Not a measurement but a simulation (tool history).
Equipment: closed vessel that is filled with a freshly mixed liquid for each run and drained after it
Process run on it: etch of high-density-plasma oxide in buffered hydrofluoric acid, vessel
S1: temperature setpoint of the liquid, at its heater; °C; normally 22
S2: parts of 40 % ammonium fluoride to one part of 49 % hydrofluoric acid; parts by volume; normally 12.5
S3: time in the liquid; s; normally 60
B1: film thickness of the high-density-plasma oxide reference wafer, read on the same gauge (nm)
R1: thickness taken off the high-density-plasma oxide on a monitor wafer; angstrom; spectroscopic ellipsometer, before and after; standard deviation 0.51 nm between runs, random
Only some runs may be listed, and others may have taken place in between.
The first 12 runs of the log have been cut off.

| run | hour | S1 | S2 | S3 | B1 | R1 |
|---|---|---|---|---|---|---|
| 13 | 540.2 | 19 | 12.5 | 60 | 130.03 | 1054.7 |
| 14 | 599 | 19 | 12.5 | 60 | 130.01 | 1046.1 |
| 15 | 651.1 | 19 | 12.5 | 60 | 130.02 | 1057.6 |
| 16 | 683.5 | 22 | 12.5 | 90 | 129.99 | 1855.2 |
| 17 | 724.9 | 25.5 | 12.5 | 75 | 129.99 | 1874.8 |
|  | 854.4 | hydrofluoric acid flow meter replaced |
| 18 | 924 | 22 | 12.5 | 60 | 130.01 | 1244.3 |
| 19 | 991 | 22 | 12.5 | 60 | 130.01 | 1228.4 |
| 20 | 1086.8 | 19 | 12.5 | 60 | 130.04 | 1045.5 |
|  | 1109.6 | thermometer replaced |
| 21 | 1157.8 | 24.5 | 8 | 60 | 129.98 | 2151.6 |
| 22 | 1222.8 | 17.5 | 12.5 | 60 | 130.04 | 962.2 |
|  | 1233 | gauge calibrated |
| 23 | 1292.7 | 18.5 | 12.5 | 40 | 130 | 681.1 |
| 24 | 1352.6 | 27 | 16 | 35 | 130 | 745.6 |
| 25 | 1423 | 22 | 16 | 80 | 129.99 | 1290.1 |
| 26 | 1467.6 | 22 | 12.5 | 60 | 130.02 | 1246.5 |
| 27 | 1513.9 | 17.5 | 16.5 | 95 | 130 | 1161.1 |
| 28 | 1557.2 | 22 | 9 | 50 | 130.02 | 1388.4 |
| 29 | 1621.6 | 22 | 12.5 | 60 | 130.03 | 1234.2 |
| 30 | 1682.3 | 22 | 12.5 | 60 | 129.98 | 1232.8 |
| 31 | 1731 | 22 | 14 | 85 | 130 | 1575.9 |
| 32 | 1785.6 | 24 | 9.5 | 70 | 130.03 | 2083.9 |

Below are 3 alternative next runs, each starting from the tool's condition after run 32. Predict each:
| A | 1786.3 | 22 | 15 | 60 | ? | ? |
| B | 1786.3 | 20.5 | 15 | 60 | ? | ? |
| C | 1786.3 | 22 | 12.5 | 50 | ? | ? |

| run | B1 | R1 |
|---|---|---|
| A | 130.04 | 1038.5 |
| B | 130.04 | 955.4 |
| C | 130.04 | 1034.9 |
The same runs, with their run-to-run variation unchanged, on a tool lacking any hidden condition would have given:
| run | R1 |
|---|---|
| A | 1038.5 |
| B | 955.4 |
| C | 1034.9 |
